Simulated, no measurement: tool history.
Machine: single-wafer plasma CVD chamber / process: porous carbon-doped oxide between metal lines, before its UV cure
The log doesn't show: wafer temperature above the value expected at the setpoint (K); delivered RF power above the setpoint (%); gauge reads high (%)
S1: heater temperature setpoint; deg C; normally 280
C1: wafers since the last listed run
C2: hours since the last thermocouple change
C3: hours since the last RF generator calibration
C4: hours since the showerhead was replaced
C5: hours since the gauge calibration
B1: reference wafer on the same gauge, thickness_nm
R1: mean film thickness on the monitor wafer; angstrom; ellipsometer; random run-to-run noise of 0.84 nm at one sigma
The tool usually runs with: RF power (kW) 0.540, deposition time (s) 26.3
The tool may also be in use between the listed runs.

Run 1, hour 0.0: usual settings but RF power (kW) 0.490, deposition time (s) 23.3; C1 0; C2 1126.9; C3 1817.7; C4 7273.7; C5 457.8; B1 173.908. Result: R1 1233.78 angstrom.
Run 2, hour 78.5: usual settings but RF power (kW) 0.490, deposition time (s) 23.3; C1 1262; C2 1205.4; C3 1896.2; C4 7352.2; C5 536.3; B1 173.668. Result: R1 1233.51 angstrom.
Run 3, hour 133.3: usual settings but RF power (kW) 0.490, deposition time (s) 23.3; C1 881; C2 1260.2; C3 1951.0; C4 7407.0; C5 591.1; B1 173.872. Result: R1 1230.83 angstrom.
Run 4, hour 230.8: usual settings; C1 1568; C2 1357.7; C3 2048.5; C4 7504.5; C5 688.6; B1 174.362. Result: R1 1460.22 angstrom.
At hour 441.2: gauge calibrated.
Run 5, hour 483.3: usual settings; C1 4061; C2 1610.2; C3 2301.0; C4 7757.0; C5 42.1; B1 173.915. Result: R1 1446.89 angstrom.
Run 6, hour 541.2: usual settings; C1 931; C2 1668.1; C3 2358.9; C4 7814.9; C5 100.0; B1 174.297. Result: R1 1447.01 angstrom.
Run 7, hour 611.0: usual settings; C1 1122; C2 1737.9; C3 2428.7; C4 7884.7; C5 169.8; B1 174.089. Result: R1 1435.30 angstrom.
At hour 762.6: showerhead replaced.
Run 8, hour 822.6: usual settings but S1 275 deg C, RF power (kW) 0.450; C1 3274; C2 1949.5; C3 2640.3; C4 60.0; C5 381.4; B1 173.884. Result: R1 1305.53 angstrom.
At hour 902.2: thermocouple changed; heater temperature recalibrated.
Run 9, hour 905.7: usual settings; C1 1207; C2 3.5; C3 2723.4; C4 143.1; C5 464.5; B1 174.338. Result: R1 1422.21 angstrom.
At hour 940.3: RF generator calibrated.
Run 10, hour 991.9: usual settings; C1 1257; C2 89.7; C3 51.6; C4 229.3; C5 550.7; B1 174.005. Result: R1 1532.29 angstrom.
Run 11, hour 1033.9: usual settings but S1 275 deg C, deposition time (s) 22.4; C1 675; C2 131.7; C3 93.6; C4 271.3; C5 592.7; B1 173.929. Result: R1 1349.64 angstrom.
Run 12, hour 1084.9: usual settings but S1 268 deg C, RF power (kW) 0.500, deposition time (s) 24.6; C1 820; C2 182.7; C3 144.6; C4 322.3; C5 643.7; B1 174.549. Result: R1 1490.36 angstrom.
Run 13, hour 1183.5: usual settings but S1 288 deg C, RF power (kW) 0.600, deposition time (s) 21.6; C1 1585; C2 281.3; C3 243.2; C4 420.9; C5 742.3; B1 173.787. Result: R1 1272.39 angstrom.
Run 14, hour 1289.8: usual settings; C1 1709; C2 387.6; C3 349.5; C4 527.2; C5 848.6; B1 174.164. Result: R1 1527.40 angstrom.

Entry by entry between the runs, the difference in hidden state between the last listed run before and the first listed run after:
From run 4 to run 5: gauge calibrated (hour 441.2)
  delivered RF power above the setpoint (%): -6.7 -> -8.18
  difference, measured minus the result without the unlogged condition, R1: -64.70 -> -79.35 angstrom
From run 7 to run 8: showerhead replaced (hour 762.6)
  delivered RF power above the setpoint (%): -9 -> -10.4
  difference, measured minus the result without the unlogged condition, R1: -87.30 -> -109.20 angstrom
From run 8 to run 9: thermocouple changed; heater temperature recalibrated (hour 902.2)
  delivered RF power above the setpoint (%): -10.4 -> -11
  difference, measured minus the result without the unlogged condition, R1: -109.20 -> -108.43 angstrom
From run 9 to run 10: RF generator calibrated (hour 940.3)
  delivered RF power above the setpoint (%): -11 -> -0.826
  difference, measured minus the result without the unlogged condition, R1: -108.43 -> -7.98 angstrom

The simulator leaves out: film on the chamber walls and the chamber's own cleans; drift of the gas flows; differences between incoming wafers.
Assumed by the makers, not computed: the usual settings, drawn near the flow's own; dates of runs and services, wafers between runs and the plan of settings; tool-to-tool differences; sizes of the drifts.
